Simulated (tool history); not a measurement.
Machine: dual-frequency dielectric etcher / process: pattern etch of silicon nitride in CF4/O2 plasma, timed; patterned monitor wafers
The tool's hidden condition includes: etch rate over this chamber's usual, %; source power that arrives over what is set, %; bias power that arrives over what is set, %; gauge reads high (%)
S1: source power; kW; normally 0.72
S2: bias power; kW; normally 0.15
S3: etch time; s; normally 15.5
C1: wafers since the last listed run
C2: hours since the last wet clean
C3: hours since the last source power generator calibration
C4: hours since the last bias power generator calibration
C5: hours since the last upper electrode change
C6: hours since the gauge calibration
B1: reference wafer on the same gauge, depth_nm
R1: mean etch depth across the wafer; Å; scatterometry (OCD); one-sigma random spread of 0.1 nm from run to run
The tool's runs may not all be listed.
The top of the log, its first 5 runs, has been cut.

| run | hour | S1 | S2 | S3 | C1 | C2 | C3 | C4 | C5 | C6 | B1 | R1 |
|---|---|---|---|---|---|---|---|---|---|---|---|---|
| 6 | 68.2 | 0.72 | 0.15 | 15.5 | 133 | 336.8 | 2546.4 | 2873.4 | 4340.5 | 283.3 | 36.99 | 391.3 |
| 7 | 75.3 | 0.72 | 0.15 | 15.5 | 92 | 343.9 | 2553.5 | 2880.5 | 4347.6 | 290.4 | 36.97 | 389.4 |
| 8 | 93.2 | 0.72 | 0.15 | 15.5 | 233 | 361.8 | 2571.4 | 2898.4 | 4365.5 | 308.3 | 37.03 | 388.3 |
| 9 | 103 | 0.72 | 0.15 | 15.5 | 127 | 371.6 | 2581.2 | 2908.2 | 4375.3 | 318.1 | 37 | 389.3 |
| 10 | 110.6 | 0.72 | 0.15 | 15.5 | 99 | 379.2 | 2588.8 | 2915.8 | 4382.9 | 325.7 | 36.99 | 389.7 |
|  | 124.4 | source power generator calibrated |
| 11 | 125.9 | 0.72 | 0.15 | 15.5 | 147 | 394.5 | 1.5 | 2931.1 | 4398.2 | 341 | 37.02 | 388.6 |
| 12 | 134.3 | 0.72 | 0.15 | 15.5 | 109 | 402.9 | 9.9 | 2939.5 | 4406.6 | 349.4 | 36.99 | 387.8 |
|  | 158.5 | upper electrode replaced |
| 13 | 159 | 0.72 | 0.163 | 15.5 | 9 | 427.6 | 34.6 | 2964.2 | 0.5 | 374.1 | 37 | 396.6 |
| 14 | 159.5 | 0.72 | 0.15 | 15.5 | 6 | 428.1 | 35.1 | 2964.7 | 1 | 374.6 | 36.97 | 386 |
|  | 171.8 | bias power generator calibrated |
| 15 | 176.1 | 0.72 | 0.15 | 15.5 | 164 | 444.7 | 51.7 | 4.3 | 17.6 | 391.2 | 37.04 | 384.9 |
| 16 | 183.6 | 0.56 | 0.177 | 11 | 97 | 452.2 | 59.2 | 11.8 | 25.1 | 398.7 | 37.01 | 235.5 |
| 17 | 192.7 | 0.72 | 0.15 | 15.5 | 118 | 461.3 | 68.3 | 20.9 | 34.2 | 407.8 | 36.99 | 387.4 |
|  | 221.6 | wet clean of the chamber |
| 18 | 222.1 | 0.81 | 0.186 | 18 | 70 | 0.5 | 97.7 | 50.3 | 63.6 | 437.2 | 37 | 545.9 |
| 19 | 222.4 | 0.72 | 0.15 | 15.5 | 3 | 0.8 | 98 | 50.6 | 63.9 | 437.5 | 37.04 | 402.8 |
| 20 | 222.7 | 0.72 | 0.15 | 13 | 3 | 1.1 | 98.3 | 50.9 | 64.2 | 437.8 | 37 | 338.3 |
| 21 | 230.3 | 0.65 | 0.118 | 17.5 | 99 | 8.7 | 105.9 | 58.5 | 71.8 | 445.4 | 37.01 | 391.7 |
| 22 | 247.1 | 0.59 | 0.15 | 15.5 | 219 | 25.5 | 122.7 | 75.3 | 88.6 | 462.2 | 37.02 | 341.1 |
|  | 257.4 | gauge calibrated |
| 23 | 258.6 | 0.72 | 0.15 | 15.5 | 150 | 37 | 134.2 | 86.8 | 100.1 | 1.2 | 36.94 | 400.5 |
| 24 | 307.2 | 0.88 | 0.15 | 14 | 634 | 85.6 | 182.8 | 135.4 | 148.7 | 49.8 | 36.99 | 427.4 |
| 25 | 321.9 | 0.72 | 0.116 | 13 | 191 | 100.3 | 197.5 | 150.1 | 163.4 | 64.5 | 37.02 | 311.3 |
| 26 | 329.8 | 0.81 | 0.186 | 18 | 103 | 108.2 | 205.4 | 158 | 171.3 | 72.4 | 36.99 | 541 |
| 27 | 338 | 0.64 | 0.167 | 17 | 106 | 116.4 | 213.6 | 166.2 | 179.5 | 80.6 | 37.01 | 410.6 |
| 28 | 345.8 | 0.54 | 0.173 | 11.5 | 101 | 124.2 | 221.4 | 174 | 187.3 | 88.4 | 37.01 | 242.5 |
| 29 | 381.7 | 0.89 | 0.15 | 12 | 468 | 160.1 | 257.3 | 209.9 | 223.2 | 124.3 | 36.96 | 367.3 |
| 30 | 392.6 | 0.72 | 0.132 | 15.5 | 142 | 171 | 268.2 | 220.8 | 234.1 | 135.2 | 36.99 | 382.2 |

Forecast each of these 3 alternatives for the next run:
| A | 393 | 0.64 | 0.15 | 15.5 | 5 | 171.4 | 268.6 | 221.2 | 234.5 | 135.6 | ? | ? |
| B | 393 | 0.55 | 0.15 | 13.5 | 5 | 171.4 | 268.6 | 221.2 | 234.5 | 135.6 | ? | ? |
| C | 393 | 0.72 | 0.137 | 19 | 5 | 171.4 | 268.6 | 221.2 | 234.5 | 135.6 | ? | ? |

| run | B1 | R1 |
|---|---|---|
| A | 36.97 | 360 |
| B | 36.97 | 277 |
| C | 36.97 | 474.1 |
The same runs, with their run-to-run variation unchanged, on a tool lacking any hidden condition would have given:
| run | R1 |
|---|---|
| A | 364.6 |
| B | 280.6 |
| C | 480.3 |

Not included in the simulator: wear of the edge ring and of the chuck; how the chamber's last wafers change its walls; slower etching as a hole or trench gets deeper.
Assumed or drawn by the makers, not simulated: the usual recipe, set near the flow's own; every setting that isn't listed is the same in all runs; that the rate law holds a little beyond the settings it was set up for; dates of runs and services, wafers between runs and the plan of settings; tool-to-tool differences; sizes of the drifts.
